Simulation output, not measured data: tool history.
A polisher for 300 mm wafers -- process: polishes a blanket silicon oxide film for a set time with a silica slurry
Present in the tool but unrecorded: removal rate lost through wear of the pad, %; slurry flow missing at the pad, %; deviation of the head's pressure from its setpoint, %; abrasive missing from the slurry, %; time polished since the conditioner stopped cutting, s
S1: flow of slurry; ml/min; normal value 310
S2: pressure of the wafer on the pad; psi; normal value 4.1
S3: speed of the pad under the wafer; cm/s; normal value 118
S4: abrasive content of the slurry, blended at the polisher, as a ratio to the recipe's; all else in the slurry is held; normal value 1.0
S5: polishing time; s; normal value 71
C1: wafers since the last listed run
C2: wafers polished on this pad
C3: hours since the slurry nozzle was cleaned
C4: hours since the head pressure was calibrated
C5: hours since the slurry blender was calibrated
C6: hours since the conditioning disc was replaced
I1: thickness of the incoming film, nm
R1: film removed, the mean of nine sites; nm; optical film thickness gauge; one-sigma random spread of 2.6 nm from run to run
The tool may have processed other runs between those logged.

run	day	S1	S2	S3	S4	S5	C1	C2	C3	C4	C5	C6	I1	R1
1	0.000	310	4.1	96	1.0	71	0	1705	781.7	335.2	466.3	382.9	1497.0	193.8
# day 0.308: slurry blender recalibrated
# day 2.675: conditioning disc replaced and pad reconditioned
# day 2.771: head pressure recalibrated
# day 4.379: worn pad replaced by a new one
2	4.438	310	4.1	118	1.0	71	520	7	888.2	40.0	99.1	42.3	1513.9	222.1
# day 5.212: slurry nozzle cleaned
3	7.079	310	4.1	118	1.0	71	336	343	44.8	103.4	162.5	105.7	1522.6	221.0
4	8.779	310	4.1	118	1.0	71	219	563	85.6	144.2	203.3	146.5	1502.2	225.3
5	12.612	310	4.1	118	1.0	71	495	1059	177.6	236.2	295.3	238.5	1487.1	225.9
6	15.388	310	4.1	118	1.0	71	359	1418	244.2	302.8	361.9	305.1	1518.8	227.4
7	17.450	310	4.1	118	1.0	71	266	1685	293.7	352.3	411.4	354.6	1530.7	224.3
# day 17.888: head pressure recalibrated
8	19.683	310	4.1	118	1.0	71	278	1963	347.3	43.1	465.0	408.2	1511.2	219.3
# day 19.804: slurry blender recalibrated
# day 20.242: conditioning disc replaced and pad reconditioned
# day 22.354: worn pad replaced by a new one
9	23.171	310	4.1	118	1.0	71	408	105	431.0	126.8	80.8	70.3	1518.5	221.3
10	26.533	310	3.4	118	1.0	71	435	540	511.7	207.5	161.5	151.0	1514.9	186.7
11	28.338	310	3.4	118	1.0	71	233	774	555.0	250.8	204.8	194.3	1492.5	188.2
12	32.683	310	4.1	118	1.0	71	562	1336	659.3	355.1	309.1	298.6	1488.4	226.8
# day 34.292: head pressure recalibrated
# day 36.867: conditioning disc replaced and pad reconditioned
13	36.888	405	4.1	118	1.0	71	522	1858	760.2	62.3	410.0	0.5	1533.6	229.1
# day 39.738: slurry nozzle cleaned
# day 39.862: slurry blender recalibrated
14	40.942	310	4.1	84	1.0	94	508	2367	28.9	159.6	25.9	97.8	1508.1	225.1
# day 42.383: worn pad replaced by a new one
15	42.771	200	4.1	134	1.0	71	215	49	72.8	203.5	69.8	141.7	1494.1	236.1
16	48.004	310	4.1	118	1.0	71	677	727	198.4	329.1	195.4	267.3	1529.9	223.5
17	50.675	310	4.1	118	1.2	60	345	1072	262.5	393.2	259.5	331.4	1499.9	218.2
# day 51.688: head pressure recalibrated
# day 51.792: conditioning disc replaced and pad reconditioned
18	54.462	310	4.1	118	1.0	71	468	1541	353.4	66.6	350.4	64.1	1527.5	218.8
# day 57.317: worn pad replaced by a new one
# day 59.829: slurry blender recalibrated
19	63.817	310	4.1	158	1.0	71	1177	830	577.9	291.1	95.7	288.6	1484.2	285.4
20	66.592	345	5.1	118	0.9	57	359	1189	644.5	357.7	162.3	355.2	1532.2	204.3
# day 68.504: head pressure recalibrated
21	69.454	220	2.9	136	1.0	71	359	1548	713.2	22.8	231.0	423.9	1535.3	162.5
# day 69.979: conditioning disc replaced and pad reconditioned
22	71.779	310	4.1	118	1.0	71	290	1838	769.0	78.6	286.8	43.2	1515.1	219.0
23	74.371	310	4.1	118	1.0	71	335	2174	831.2	140.8	349.0	105.4	1529.5	227.4
# day 75.908: worn pad replaced by a new one
24	76.650	340	5.3	78	1.0	71	273	95	885.9	195.5	403.7	160.1	1523.1	211.0
# day 77.396: slurry nozzle cleaned
# day 77.571: slurry blender recalibrated
25	80.617	310	4.1	118	1.0	71	497	592	77.3	290.7	73.1	255.3	1505.2	229.4

Alternative continuations, all from the tool just after run 25; predict every row:
A	80.633	310	4.1	118	1.0	71	2	595	77.7	291.1	73.5	255.7	1512.4	?
B	80.633	280	3.7	98	1.0	95	2	595	77.7	291.1	73.5	255.7	1512.4	?
C	80.633	310	4.1	148	1.0	59	2	595	77.7	291.1	73.5	255.7	1512.4	?
D	80.633	310	4.5	106	1.2	53	2	595	77.7	291.1	73.5	255.7	1512.4	?

run	R1
A	226.6
B	233.4
C	225.7
D	192.6
With the hidden condition removed and each run's random variation left untouched, the same runs would have given:
run	R1
A	213.9
B	220.3
C	213.1
D	181.8
